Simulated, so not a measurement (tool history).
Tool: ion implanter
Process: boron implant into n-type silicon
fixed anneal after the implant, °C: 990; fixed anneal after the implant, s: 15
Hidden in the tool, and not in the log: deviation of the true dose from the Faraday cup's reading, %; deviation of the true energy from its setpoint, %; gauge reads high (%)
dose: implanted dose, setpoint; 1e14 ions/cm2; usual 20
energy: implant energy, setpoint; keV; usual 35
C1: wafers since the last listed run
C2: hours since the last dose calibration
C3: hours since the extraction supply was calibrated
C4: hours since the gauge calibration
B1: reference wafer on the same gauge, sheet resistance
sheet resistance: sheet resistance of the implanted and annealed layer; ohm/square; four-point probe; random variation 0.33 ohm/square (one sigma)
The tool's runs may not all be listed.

run 1 day=0 | dose=20 energy=35 | C1=0 C2=1721.9 C3=2238.3 C4=978.7 | B1=64.34 | sheet_resistance=79.39
run 2 day=2.367 | dose=20 energy=35 | C1=630 C2=1778.7 C3=2295.1 C4=1035.5 | B1=64.35 | sheet_resistance=79.09
run 3 day=3.742 | dose=20 energy=35 | C1=366 C2=1811.7 C3=2328.1 C4=1068.5 | B1=64.36 | sheet_resistance=79.08
run 4 day=5.388 | dose=20 energy=44 | C1=438 C2=1851.2 C3=2367.6 C4=1108 | B1=64.41 | sheet_resistance=78.25
run 5 day=12.725 | dose=20 energy=44 | C1=1954 C2=2027.3 C3=2543.7 C4=1284.1 | B1=64.42 | sheet_resistance=78.86
run 6 day=14.483 | dose=20 energy=44 | C1=468 C2=2069.5 C3=2585.9 C4=1326.3 | B1=64.38 | sheet_resistance=78.23
run 7 day=17.317 | dose=24.01 energy=35 | C1=754 C2=2137.5 C3=2653.9 C4=1394.3 | B1=64.47 | sheet_resistance=71.34
-- day=19.825 Faraday cup replaced and dose calibrated
run 8 day=19.846 | dose=17.38 energy=35 | C1=585 C2=0.5 C3=2714.6 C4=1455 | B1=64.51 | sheet_resistance=87.45
run 9 day=22.808 | dose=17.38 energy=35 | C1=789 C2=71.6 C3=2785.7 C4=1526.1 | B1=64.52 | sheet_resistance=87.62
run 10 day=25.042 | dose=17.38 energy=35 | C1=595 C2=125.2 C3=2839.3 C4=1579.7 | B1=64.48 | sheet_resistance=87.16
run 11 day=26.112 | dose=23.74 energy=35 | C1=285 C2=150.9 C3=2865 C4=1605.4 | B1=64.52 | sheet_resistance=71.73
run 12 day=27.821 | dose=23.74 energy=35 | C1=455 C2=191.9 C3=2906 C4=1646.4 | B1=64.53 | sheet_resistance=72.32
run 13 day=28.867 | dose=20 energy=35 | C1=278 C2=217 C3=2931.1 C4=1671.5 | B1=64.56 | sheet_resistance=79.82
-- day=30.662 gauge calibrated
run 14 day=31.6 | dose=17.49 energy=35 | C1=728 C2=282.6 C3=2996.7 C4=22.5 | B1=63.32 | sheet_resistance=85.49
run 15 day=34.575 | dose=16.1 energy=27 | C1=792 C2=354 C3=3068.1 C4=93.9 | B1=63.42 | sheet_resistance=92.64
run 16 day=37.162 | dose=22.64 energy=28.5 | C1=689 C2=416.1 C3=3130.2 C4=156 | B1=63.56 | sheet_resistance=75.46
run 17 day=44.662 | dose=16.79 energy=39 | C1=1998 C2=596.1 C3=3310.2 C4=336 | B1=63.86 | sheet_resistance=87.81
run 18 day=47.254 | dose=24.68 energy=31.5 | C1=690 C2=658.3 C3=3372.4 C4=398.2 | B1=63.91 | sheet_resistance=70.96

Forecast run 19:
run 19 day=49.175 | dose=20 energy=35 | C1=511 C2=704.4 C3=3418.5 C4=444.3 | B1=? | sheet_resistance=?

B1: 63.95
sheet resistance: 78.91 ohm/square
Without the tool's hidden state the same run would have given sheet resistance 77.96 ohm/square.
